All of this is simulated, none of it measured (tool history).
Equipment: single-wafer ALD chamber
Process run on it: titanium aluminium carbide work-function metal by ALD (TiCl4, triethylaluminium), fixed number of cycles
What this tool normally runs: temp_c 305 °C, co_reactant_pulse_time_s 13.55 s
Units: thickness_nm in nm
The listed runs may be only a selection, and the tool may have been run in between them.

run     day  temp_c  co_reactant_pulse_time_s  wafers since the last listed run  hours since the last thermocouple change  hours since the last triethylaluminium bottle change  hours since the showerhead was replaced  hours since the gauge calibration  read-back reference wafer on the same gauge, thickness_nm  thickness_nm
  1       0     302                     13.55                                 0                                    1891.9                                                 504.9                                     5203                              265.4                                                      2.625         2.496
  2   4.471     302                     13.55                               980                                    1999.2                                                 612.2                                   5310.3                              372.7                                                      2.618         2.513
  3   8.804     302                     13.55                               950                                    2103.2                                                 716.2                                   5414.3                              476.7                                                      2.624         2.511
  4  12.146     305                     17.34                               732                                    2183.4                                                 796.4                                   5494.5                              556.9                                                      2.619         2.565
  5   15.05     305                     17.34                               636                                    2253.1                                                 866.1                                   5564.2                              626.6                                                      2.622         2.555
     17.771  -- thermocouple changed; heater temperature recalibrated
  6  17.854     305                     13.55                               541                                         2                                                 933.4                                   5631.5                              693.9                                                      2.614         2.501
  7  19.729     305                     13.55                               411                                        47                                                 978.4                                   5676.5                              738.9                                                      2.621         2.499
  8  23.917     305                     16.51                               918                                     147.5                                                1078.9                                     5777                              839.4                                                      2.623         2.516
     25.746  -- showerhead replaced
     26.954  -- gauge calibrated
  9  27.962     318                       8.8                               814                                     244.6                                                  1176                                     53.2                               24.2                                                      2.622          2.39
 10  31.329     309                     13.55                               738                                     325.4                                                1256.8                                      134                                105                                                       2.62         2.545
     34.692  -- triethylaluminium bottle replaced
 11  35.238     305                     17.34                               783                                     419.2                                                  13.1                                    227.8                              198.8                                                      2.624         2.524
 12  37.075     294                     15.58                               402                                     463.3                                                  57.2                                    271.9                              242.9                                                      2.619         2.424
 13  38.629     305                     13.55                               340                                     500.6                                                  94.5                                    309.2                              280.2                                                      2.617         2.505
 14  41.517     300                     13.55                               633                                     569.9                                                 163.8                                    378.5                              349.5                                                      2.622         2.464
 15  45.896     309                     16.88                               960                                       675                                                 268.9                                    483.6                              454.6                                                      2.619         2.589
 16  47.938     305                     13.55                               447                                       724                                                 317.9                                    532.6                              503.6                                                      2.621         2.507

Hidden state at the last listed run before each entry between runs and at the first one after, where it differs:
Logged between run 5 and run 6: thermocouple changed; heater temperature recalibrated (day 17.771)
  wafer temperature above the value expected at the setpoint (K): 5.2 -> 0.78
  measured minus no-state result, thickness_nm: +0.049 -> +0.007 nm
Logged between run 8 and run 9: showerhead replaced (day 25.746); gauge calibrated (day 26.954)
  wafer temperature above the value expected at the setpoint (K): 1.13 -> 1.37
  measured minus no-state result, thickness_nm: +0.01 -> +0.012 nm
Logged between run 10 and run 11: triethylaluminium bottle replaced (day 34.692)
  wafer temperature above the value expected at the setpoint (K): 1.56 -> 1.79
  measured minus no-state result, thickness_nm: +0.015 -> +0.017 nm
